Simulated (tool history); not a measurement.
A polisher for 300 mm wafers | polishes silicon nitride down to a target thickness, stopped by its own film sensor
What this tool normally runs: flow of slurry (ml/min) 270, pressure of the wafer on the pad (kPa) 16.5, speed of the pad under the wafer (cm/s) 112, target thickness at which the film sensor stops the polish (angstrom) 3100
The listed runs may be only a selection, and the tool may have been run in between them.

run,hour,flow of slurry (ml/min),pressure of the wafer on the pad (kPa),speed of the pad under the wafer (cm/s),target thickness at which the film sensor stops the polish (angstrom),"incoming thickness of the incoming film, nm",time until the film sensor stopped the polish (s)
1,0,270,16.5,112,3100,415.9,74.3
# hour 46: slurry nozzle cleaned
2,73,270,16.5,112,3100,417.8,66.7
3,147.4,270,16.5,112,3290,415.4,53.1
4,244,270,16.5,112,3290,420.8,58.7
5,287.2,245,12.4,112,3100,425.6,98.5
6,337.4,270,15.2,112,2940,424.5,92
# hour 388.7: head pressure recalibrated
7,420.7,270,15.2,112,2940,420.6,89.9
# hour 458.5: worn pad replaced by a new one
8,479.4,270,15.2,112,2940,422.7,92.5
9,540.1,270,16.5,112,3100,421.5,76.2
10,607.1,270,16.5,112,3100,419,73.9
# hour 651.3: slurry nozzle cleaned
11,679,270,16.5,112,3100,426.9,73.4
12,756.2,270,16.5,112,3100,420,71.1
13,852.8,270,16.5,112,3100,417.8,69.1
14,957.2,270,16.5,112,3100,424.9,73.6
# hour 982: worn pad replaced by a new one
15,998,270,16.5,112,3100,417.2,70.5
16,1104.3,270,16.5,112,3100,411,66.7
# hour 1175.8: head pressure recalibrated
# hour 1181.2: slurry nozzle cleaned
17,1202.5,270,20,150,3100,416.5,44.8
18,1297.1,270,18.6,112,3220,415.8,52.3
19,1387.9,270,20,112,3100,418.5,60.3
20,1466.6,180,14.5,132,3100,415.4,74.3
21,1506.9,270,18.6,112,3100,425.5,66.5
22,1550.3,270,16.5,112,3100,423.5,75.5
# hour 1613.6: worn pad replaced by a new one
23,1629.5,270,12.4,112,3100,417.2,96.7
24,1688.9,270,16.5,112,3100,416.7,71.8
# hour 1691.5: slurry nozzle cleaned
25,1794.9,340,11.7,124,3260,423.6,78.4
# hour 1833.7: head pressure recalibrated
26,1879,270,20.7,96,2950,417.7,69.1
27,1935.8,345,13.8,112,3440,426.5,61
28,1973.9,245,20,112,3310,420.9,49.6
29,2010.8,270,20,112,3100,422.4,60.7
# hour 2117: worn pad replaced by a new one
30,2117.5,270,16.5,112,3100,426,75.2
31,2215.3,270,16.5,130,3310,418.4,53.2
32,2305.5,195,13.8,128,2780,417.6,109.5
# hour 2334.3: slurry nozzle cleaned
33,2370,270,16.5,140,3250,425.3,53.7
34,2452.1,210,11.7,78,2890,421.8,157.8
35,2504.4,270,16.5,112,3100,423.8,71.7
36,2578.7,270,20,150,3100,419.9,46.5

The logged runs with the hidden state left out (each run's random variation unchanged):
Hidden state present: removal rate lost through wear of the pad, %; slurry flow missing at the pad, %; deviation of the head's pressure from its setpoint, %.
run,time until the film sensor stopped the polish (s)
1,68.2
2,66.5
3,52.6
4,57.6
5,96
6,89.3
7,86.3
8,87.9
9,71.7
10,68.5
11,73
12,70.3
13,67.5
14,71
15,67.7
16,62.9
17,44.5
18,51.5
19,58.7
20,70.1
21,63.6
22,71.8
23,90.6
24,66.4
25,77.8
26,67.8
27,59.8
28,48
29,58.7
30,71.5
31,49.7
32,96.4
33,53.5
34,155.5
35,70.5
36,45.4

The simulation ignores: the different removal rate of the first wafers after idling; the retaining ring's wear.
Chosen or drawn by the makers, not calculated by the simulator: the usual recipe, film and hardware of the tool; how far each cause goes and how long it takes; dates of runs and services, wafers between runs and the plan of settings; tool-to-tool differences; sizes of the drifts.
